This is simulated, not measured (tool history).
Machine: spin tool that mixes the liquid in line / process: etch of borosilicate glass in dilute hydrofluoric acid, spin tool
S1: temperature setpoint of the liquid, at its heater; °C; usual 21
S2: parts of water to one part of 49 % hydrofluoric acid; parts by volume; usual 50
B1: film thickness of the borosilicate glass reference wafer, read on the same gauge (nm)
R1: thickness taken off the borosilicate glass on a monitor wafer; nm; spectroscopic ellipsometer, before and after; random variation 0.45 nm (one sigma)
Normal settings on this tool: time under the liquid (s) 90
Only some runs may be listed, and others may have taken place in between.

run 1 day=0 | S1=21 S2=50 time_under_the_liquid_(s)=90 | B1=30.01 | R1=60.39
run 2 day=4.192 | S1=21 S2=50 time_under_the_liquid_(s)=90 | B1=30.01 | R1=61.32
run 3 day=6.733 | S1=21 S2=50 time_under_the_liquid_(s)=90 | B1=29.98 | R1=58.41
run 4 day=9.65 | S1=21 S2=50 time_under_the_liquid_(s)=90 | B1=30.04 | R1=58.48
run 5 day=11.825 | S1=21 S2=65 time_under_the_liquid_(s)=60 | B1=30.01 | R1=29.81
run 6 day=23.125 | S1=21 S2=65 time_under_the_liquid_(s)=60 | B1=29.98 | R1=30.61
run 7 day=25.608 | S1=21 S2=50 time_under_the_liquid_(s)=90 | B1=30 | R1=60.99
run 8 day=27.112 | S1=21 S2=50 time_under_the_liquid_(s)=90 | B1=30.02 | R1=60.82
run 9 day=29.375 | S1=21 S2=50 time_under_the_liquid_(s)=90 | B1=30 | R1=61.48
run 10 day=31.042 | S1=17 S2=65 time_under_the_liquid_(s)=135 | B1=30.04 | R1=59.74
run 11 day=33.417 | S1=17 S2=40 time_under_the_liquid_(s)=75 | B1=29.98 | R1=55.46
run 12 day=35.758 | S1=17 S2=70 time_under_the_liquid_(s)=90 | B1=30.01 | R1=36.66
run 13 day=39.938 | S1=18 S2=50 time_under_the_liquid_(s)=90 | B1=30 | R1=51.14
run 14 day=43.179 | S1=21 S2=50 time_under_the_liquid_(s)=90 | B1=30.01 | R1=59.09
run 15 day=47.625 | S1=21 S2=35 time_under_the_liquid_(s)=110 | B1=30.04 | R1=105.48
run 16 day=51.242 | S1=21 S2=50 time_under_the_liquid_(s)=90 | B1=30.01 | R1=57.81
run 17 day=55.646 | S1=25 S2=30 time_under_the_liquid_(s)=50 | B1=30.02 | R1=65.66
run 18 day=61.154 | S1=18 S2=35 time_under_the_liquid_(s)=45 | B1=30 | R1=37.57
run 19 day=64.371 | S1=21 S2=40 time_under_the_liquid_(s)=90 | B1=29.99 | R1=75.13
run 20 day=67.229 | S1=19.5 S2=40 time_under_the_liquid_(s)=110 | B1=29.98 | R1=86.07
run 21 day=70.421 | S1=22.5 S2=50 time_under_the_liquid_(s)=90 | B1=30.01 | R1=61.32
run 22 day=73.542 | S1=21 S2=50 time_under_the_liquid_(s)=90 | B1=30.01 | R1=57.95
run 23 day=75.483 | S1=19 S2=35 time_under_the_liquid_(s)=90 | B1=30 | R1=79.06
run 24 day=79.117 | S1=21 S2=50 time_under_the_liquid_(s)=90 | B1=30.01 | R1=58.16
run 25 day=83.062 | S1=21 S2=30 time_under_the_liquid_(s)=90 | B1=29.98 | R1=102.3
run 26 day=86.479 | S1=24.5 S2=50 time_under_the_liquid_(s)=90 | B1=29.99 | R1=68.69
run 27 day=90.129 | S1=21 S2=50 time_under_the_liquid_(s)=75 | B1=30.01 | R1=49.95
run 28 day=91.967 | S1=25.5 S2=40 time_under_the_liquid_(s)=135 | B1=30.04 | R1=138.83
run 29 day=93.675 | S1=21 S2=60 time_under_the_liquid_(s)=90 | B1=29.99 | R1=49.06
run 30 day=95.321 | S1=21 S2=50 time_under_the_liquid_(s)=90 | B1=29.95 | R1=60.77
run 31 day=99.475 | S1=22.5 S2=50 time_under_the_liquid_(s)=135 | B1=30.02 | R1=98.75
run 32 day=102.554 | S1=25.5 S2=25 time_under_the_liquid_(s)=65 | B1=29.98 | R1=112.44
run 33 day=106.304 | S1=25.5 S2=50 time_under_the_liquid_(s)=90 | B1=30.01 | R1=69.02

Not shown: 7 entries that the log had between the listed runs. Between which runs, and how does the tool's hidden state differ before and after?
Run 2 -> run 3: gauge calibrated (day 4.829); hydrofluoric acid flow meter replaced (day 5.054)
  liquid hotter than its thermometer reads (K): 0.343 -> 0.379; hydrofluoric acid flow above the setpoint (%): 5.34 -> 1.73
  measured minus no-state result, R1: +4.13 -> +1.97 nm
Run 12 -> run 13: hydrofluoric acid flow meter replaced (day 39.8)
  liquid hotter than its thermometer reads (K): 0.789 -> 0.848; hydrofluoric acid flow above the setpoint (%): 6.2 -> 0.0267
  measured minus no-state result, R1: +3.44 -> +1.85 nm
Run 15 -> run 16: thermometer replaced (day 48.912)
  liquid hotter than its thermometer reads (K): 0.956 -> 0.0878; hydrofluoric acid flow above the setpoint (%): 1.21 -> 1.77
  measured minus no-state result, R1: +5.48 -> +1.28 nm
Run 20 -> run 21: hydrofluoric acid flow meter replaced (day 68.312)
  liquid hotter than its thermometer reads (K): 0.313 -> 0.358; hydrofluoric acid flow above the setpoint (%): 4.23 -> 0.331
  measured minus no-state result, R1: +4.74 -> +1.13 nm
Run 32 -> run 33: hydrofluoric acid flow meter replaced (day 104.425); thermometer replaced (day 104.508)
  liquid hotter than its thermometer reads (K): 0.812 -> 0.0995; hydrofluoric acid flow above the setpoint (%): 5.28 -> 0.674
  measured minus no-state result, R1: +9.34 -> +0.76 nm
